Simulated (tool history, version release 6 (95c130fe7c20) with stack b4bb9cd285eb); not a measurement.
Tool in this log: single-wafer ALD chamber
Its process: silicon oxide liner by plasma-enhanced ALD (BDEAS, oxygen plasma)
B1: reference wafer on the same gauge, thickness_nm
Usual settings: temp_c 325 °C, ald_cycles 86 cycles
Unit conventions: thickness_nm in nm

Run 1, hour 0: usual settings; B1 8.87. Result: thickness_nm 8.496 nm.
Run 2, hour 6.3: usual settings but temp_c 315 °C, ald_cycles 98 cycles; B1 8.862. Result: thickness_nm 9.906 nm.
Run 3, hour 19.8: usual settings but temp_c 319 °C; B1 8.855. Result: thickness_nm 8.514 nm.
Run 4, hour 28.1: usual settings but temp_c 319 °C; B1 8.863. Result: thickness_nm 8.551 nm.
Run 5, hour 45.8: usual settings but temp_c 319 °C; B1 8.855. Result: thickness_nm 8.588 nm.
Run 6, hour 63.1: usual settings; B1 8.865. Result: thickness_nm 8.593 nm.
Run 7, hour 80.6: usual settings; B1 8.857. Result: thickness_nm 8.609 nm.
Run 8, hour 97.2: usual settings; B1 8.852. Result: thickness_nm 8.622 nm.
Run 9, hour 106.6: usual settings; B1 8.855. Result: thickness_nm 8.584 nm.
Run 10, hour 123.8: usual settings; B1 8.86. Result: thickness_nm 8.467 nm.
Run 11, hour 140.2: usual settings; B1 8.867. Result: thickness_nm 8.479 nm.
Run 12, hour 148: usual settings but temp_c 315 °C, ald_cycles 71 cycles; B1 8.869. Result: thickness_nm 7.105 nm.
At hour 161.2: thermocouple changed; heater temperature recalibrated.
Run 13, hour 161.7: usual settings but temp_c 320 °C, ald_cycles 95 cycles; B1 8.855. Result: thickness_nm 9.537 nm.
Run 14, hour 172.2: usual settings but ald_cycles 69 cycles; B1 8.866. Result: thickness_nm 6.836 nm.
At hour 175.6: gauge calibrated.
Run 15, hour 184.1: usual settings but temp_c 329 °C; B1 8.867. Result: thickness_nm 8.432 nm.
Run 16, hour 191.4: usual settings; B1 8.87. Result: thickness_nm 8.427 nm.
Run 17, hour 206.4: usual settings but temp_c 315 °C, ald_cycles 75 cycles; B1 8.854. Result: thickness_nm 7.44 nm.
Run 18, hour 215: usual settings but temp_c 340 °C, ald_cycles 97 cycles; B1 8.857. Result: thickness_nm 9.402 nm.
Run 19, hour 232: usual settings but temp_c 315 °C, ald_cycles 101 cycles; B1 8.855. Result: thickness_nm 10.036 nm.
Run 20, hour 241.4: usual settings; B1 8.852. Result: thickness_nm 8.521 nm.
Run 21, hour 257.1: usual settings but temp_c 332 °C, ald_cycles 76 cycles; B1 8.859. Result: thickness_nm 7.465 nm.
Run 22, hour 265.1: usual settings but temp_c 336 °C, ald_cycles 103 cycles; B1 8.86. Result: thickness_nm 10.105 nm.
Run 23, hour 282.2: usual settings but temp_c 333 °C, ald_cycles 77 cycles; B1 8.865. Result: thickness_nm 7.585 nm.

3 ways to go on from here, each from the tool as it stands after run 23. What would each give?
Run A, hour 282.7: usual settings; B1 ?. Result: thickness_nm ?.
Run B, hour 282.7: usual settings but ald_cycles 75 cycles; B1 ?. Result: thickness_nm ?.
Run C, hour 282.7: usual settings but temp_c 314 °C, ald_cycles 94 cycles; B1 ?. Result: thickness_nm ?.

run     B1  thickness_nm
  A  8.848         8.468
  B  8.848         7.385
  C  8.848         9.386
With the hidden condition removed and each run's random variation left untouched, the same runs would have given:
run  thickness_nm
  A         8.468
  B         7.385
  C         9.386
